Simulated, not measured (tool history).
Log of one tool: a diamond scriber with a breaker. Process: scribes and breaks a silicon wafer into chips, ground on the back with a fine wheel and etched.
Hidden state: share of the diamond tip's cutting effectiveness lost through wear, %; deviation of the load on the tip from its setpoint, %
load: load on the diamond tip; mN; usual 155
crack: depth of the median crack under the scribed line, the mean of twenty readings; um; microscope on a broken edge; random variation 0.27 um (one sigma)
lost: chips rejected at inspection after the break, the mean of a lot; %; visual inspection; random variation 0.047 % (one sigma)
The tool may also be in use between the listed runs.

run,hour,load,wafers since the last listed run,hours since the diamond tip was replaced,hours since the load on the tip was calibrated,"incoming depth of the damage left on the back of the incoming wafer, um",crack,lost
1,0,174,0,210.4,306.9,0.39,14.76,1.43
2,10.8,155,53,221.2,317.7,0.62,13.55,2.41
3,17.2,155,31,227.6,324.1,0.74,13.11,2.42
4,27,155,48,237.4,333.9,0.69,13.71,2.5
5,35.6,155,42,246,342.5,0.68,13.53,2.57
6,49.4,155,68,259.8,356.3,0.74,13.2,2.68
7,58.1,155,43,268.5,365,0.5,12.76,3.04
8,67.8,155,48,278.2,374.7,0.35,13.57,2.79
9,76.7,155,44,287.1,383.6,0.52,13.53,2.8
10,86.6,155,49,297,393.5,0.34,13.15,3.17
11,97.5,155,54,307.9,404.4,0.62,12.8,3.22
12,106.1,155,42,316.5,413,0.56,12.63,3.51
13,114.1,155,39,324.5,421,0.44,13.21,3.65
14,127.1,155,64,337.5,434,0.54,12.83,3.66
15,133.9,155,33,344.3,440.8,0.43,12.14,3.84
16,144.1,155,50,354.5,451,0.65,12.36,4.07
17,196.5,173,261,406.9,503.4,0.38,13.54,2.7
18,212.2,134,78,422.6,519.1,0.44,11.35,9.93
19,226.6,113,71,437,533.5,0.65,10.14,15.91
20,268.5,123,208,478.9,575.4,0.55,10.77,14.9
# hour 279.5: diamond tip replaced by a new one
21,280.1,188,47,0.6,587,0.5,16.48,3.23
22,288.1,116,39,8.6,595,0.58,12.5,5.27
# hour 295.7: load on the tip recalibrated
23,300.8,117,53,21.3,5.1,0.47,12.5,5.72
24,308.3,155,37,28.8,12.6,0.34,14.17,1.48
25,319.1,126,53,39.6,23.4,0.39,13.18,3.92
26,332.7,183,67,53.2,37,0.37,16.07,2.17
27,347.4,155,73,67.9,51.7,0.61,14.39,1.54
28,362,155,72,82.5,66.3,0.55,14.69,1.59
29,369,142,34,89.5,73.3,0.5,13.63,2.26
30,381.9,155,64,102.4,86.2,0.3,13.84,1.67
31,398.5,184,82,119,102.8,0.48,15.42,1.85
32,404.6,109,30,125.1,108.9,0.66,11.57,9.94
33,420,119,76,140.5,124.3,0.43,11.54,7.36
34,434.3,155,71,154.8,138.6,0.54,14.17,1.9
35,449.2,155,74,169.7,153.5,0.7,13.98,2.01
36,458.2,142,44,178.7,162.5,0.72,12.95,3.14
37,473.5,189,76,194,177.8,0.32,14.88,1.8
38,482,180,42,202.5,186.3,0.71,14.79,1.38
39,491.5,186,47,212,195.8,0.64,15.47,1.61
40,509.1,185,87,229.6,213.4,0.56,15.06,1.52
41,516.5,155,36,237,220.8,0.47,13,2.43

Measured less the same run without the tool's hidden state. The same run-to-run variation is in both; the gauge's scatter may not be:
run,crack,lost
1,-1.33,-0.6
2,-1.28,+0.95
3,-1.28,+0.99
4,-1.4,+1.07
5,-1.44,+1.15
6,-1.49,+1.28
7,-1.5,+1.5
8,-1.65,+1.43
9,-1.71,+1.48
10,-1.72,+1.74
11,-1.76,+1.83
12,-1.79,+2.04
13,-1.92,+2.17
14,-1.95,+2.25
15,-1.89,+2.4
16,-1.99,+2.6
17,-2.58,+0.69
18,-2.27,+7.47
19,-2.11,+10.47
20,-2.51,+11.05
21,-0.02,-0.03
22,-0.05,+0.16
23,-0.11,+0.37
24,-0.16,+0.01
25,-0.21,+0.49
26,-0.34,-0.43
27,-0.39,+0.08
28,-0.48,+0.12
29,-0.49,+0.55
30,-0.57,+0.19
31,-0.74,-0.9
32,-0.58,+2.69
33,-0.66,+2.5
34,-0.89,+0.44
35,-0.97,+0.53
36,-0.95,+1.41
37,-1.19,-1.63
38,-1.24,-0.97
39,-1.36,-1.49
40,-1.45,-1.44
41,-1.3,+1.02
